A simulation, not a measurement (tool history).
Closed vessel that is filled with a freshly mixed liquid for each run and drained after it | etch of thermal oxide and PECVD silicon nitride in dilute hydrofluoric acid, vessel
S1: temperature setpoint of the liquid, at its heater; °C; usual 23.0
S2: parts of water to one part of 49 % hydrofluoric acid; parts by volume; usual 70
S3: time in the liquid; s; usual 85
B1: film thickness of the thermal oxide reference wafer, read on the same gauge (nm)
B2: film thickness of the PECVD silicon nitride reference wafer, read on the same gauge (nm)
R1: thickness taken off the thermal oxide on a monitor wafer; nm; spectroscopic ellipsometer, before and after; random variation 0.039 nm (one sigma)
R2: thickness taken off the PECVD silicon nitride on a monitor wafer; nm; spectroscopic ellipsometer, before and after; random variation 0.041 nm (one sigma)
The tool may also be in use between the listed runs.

{"run": 1, "hour": 0.0, "S1": 23.0, "S2": 70, "S3": 85, "B1": 50.0, "B2": 69.982, "R1": 5.27, "R2": 1.838}
{"run": 2, "hour": 60.4, "S1": 23.0, "S2": 70, "S3": 85, "B1": 50.0, "B2": 70.003, "R1": 5.15, "R2": 1.866}
{"run": 3, "hour": 128.7, "S1": 23.0, "S2": 70, "S3": 110, "B1": 49.99, "B2": 69.985, "R1": 6.62, "R2": 2.402}
{"run": 4, "hour": 233.4, "S1": 23.0, "S2": 70, "S3": 110, "B1": 50.05, "B2": 69.995, "R1": 6.61, "R2": 2.285}
{"run": 5, "hour": 311.1, "S1": 23.0, "S2": 70, "S3": 110, "B1": 49.96, "B2": 70.001, "R1": 6.55, "R2": 2.229}
{"run": 6, "hour": 404.0, "S1": 23.0, "S2": 70, "S3": 85, "B1": 50.01, "B2": 70.018, "R1": 5.01, "R2": 1.74}
{"run": 7, "hour": 497.7, "S1": 23.0, "S2": 70, "S3": 85, "B1": 50.0, "B2": 69.996, "R1": 4.99, "R2": 1.759}
{"run": 8, "hour": 561.6, "S1": 23.0, "S2": 70, "S3": 85, "B1": 50.0, "B2": 70.007, "R1": 5.36, "R2": 1.888}
{"run": 9, "hour": 617.9, "S1": 23.0, "S2": 80, "S3": 85, "B1": 49.97, "B2": 70.015, "R1": 4.63, "R2": 1.719}
{"run": 10, "hour": 661.7, "S1": 23.0, "S2": 80, "S3": 85, "B1": 49.98, "B2": 69.967, "R1": 4.58, "R2": 1.657}
{"run": 11, "hour": 742.1, "S1": 19.5, "S2": 70, "S3": 85, "B1": 50.0, "B2": 69.988, "R1": 4.56, "R2": 1.514}
{"run": 12, "hour": 778.8, "S1": 21.0, "S2": 80, "S3": 85, "B1": 50.02, "B2": 70.014, "R1": 4.18, "R2": 1.445}
{"run": 13, "hour": 828.3, "S1": 23.0, "S2": 70, "S3": 85, "B1": 49.99, "B2": 69.981, "R1": 5.27, "R2": 1.89}
{"run": 14, "hour": 926.8, "S1": 28.0, "S2": 70, "S3": 85, "B1": 50.0, "B2": 70.022, "R1": 6.45, "R2": 2.518}
{"run": 15, "hour": 1020.9, "S1": 23.0, "S2": 100, "S3": 120, "B1": 50.02, "B2": 69.962, "R1": 4.91, "R2": 1.871}
{"run": 16, "hour": 1064.6, "S1": 28.0, "S2": 45, "S3": 135, "B1": 50.03, "B2": 69.993, "R1": 16.39, "R2": 6.052}
{"run": 17, "hour": 1160.6, "S1": 18.5, "S2": 80, "S3": 85, "B1": 50.01, "B2": 69.98, "R1": 3.68, "R2": 1.16}
{"run": 18, "hour": 1238.7, "S1": 19.0, "S2": 40, "S3": 40, "B1": 50.03, "B2": 69.984, "R1": 3.67, "R2": 1.118}
{"run": 19, "hour": 1327.7, "S1": 19.0, "S2": 70, "S3": 120, "B1": 49.95, "B2": 70.007, "R1": 6.13, "R2": 1.953}
{"run": 20, "hour": 1422.6, "S1": 25.0, "S2": 70, "S3": 85, "B1": 49.99, "B2": 69.993, "R1": 5.48, "R2": 2.035}
{"run": 21, "hour": 1512.0, "S1": 24.5, "S2": 35, "S3": 125, "B1": 50.03, "B2": 69.981, "R1": 16.49, "R2": 5.652}
{"run": 22, "hour": 1553.7, "S1": 23.0, "S2": 70, "S3": 85, "B1": 50.02, "B2": 70.019, "R1": 5.09, "R2": 1.755}
{"run": 23, "hour": 1622.2, "S1": 23.0, "S2": 100, "S3": 85, "B1": 50.02, "B2": 70.02, "R1": 3.36, "R2": 1.232}
{"run": 24, "hour": 1730.1, "S1": 25.5, "S2": 70, "S3": 55, "B1": 50.02, "B2": 70.016, "R1": 3.56, "R2": 1.28}
{"run": 25, "hour": 1832.7, "S1": 25.0, "S2": 85, "S3": 110, "B1": 50.01, "B2": 70.001, "R1": 5.6, "R2": 2.057}
{"run": 26, "hour": 1877.1, "S1": 23.0, "S2": 70, "S3": 85, "B1": 49.98, "B2": 69.995, "R1": 4.94, "R2": 1.691}

Taken out of this log: 3 entries between the listed runs. Where each belongs, and how the hidden state differs across it:
Between runs 7 and 8: hydrofluoric acid flow meter replaced (hour 516.4); thermometer replaced (hour 532.4)
  liquid colder than its thermometer reads (K): 2.05 -> 0.38
  measured less the result without the state, R1: -0.44 -> -0.08 nm; R2: -0.262 -> -0.049 nm
Between runs 20 and 21: gauge calibrated (hour 1457.2)
  liquid colder than its thermometer reads (K): 1.87 -> 2.02
  measured less the result without the state, R1: -0.43 -> -1.45 nm; R2: -0.271 -> -0.834 nm
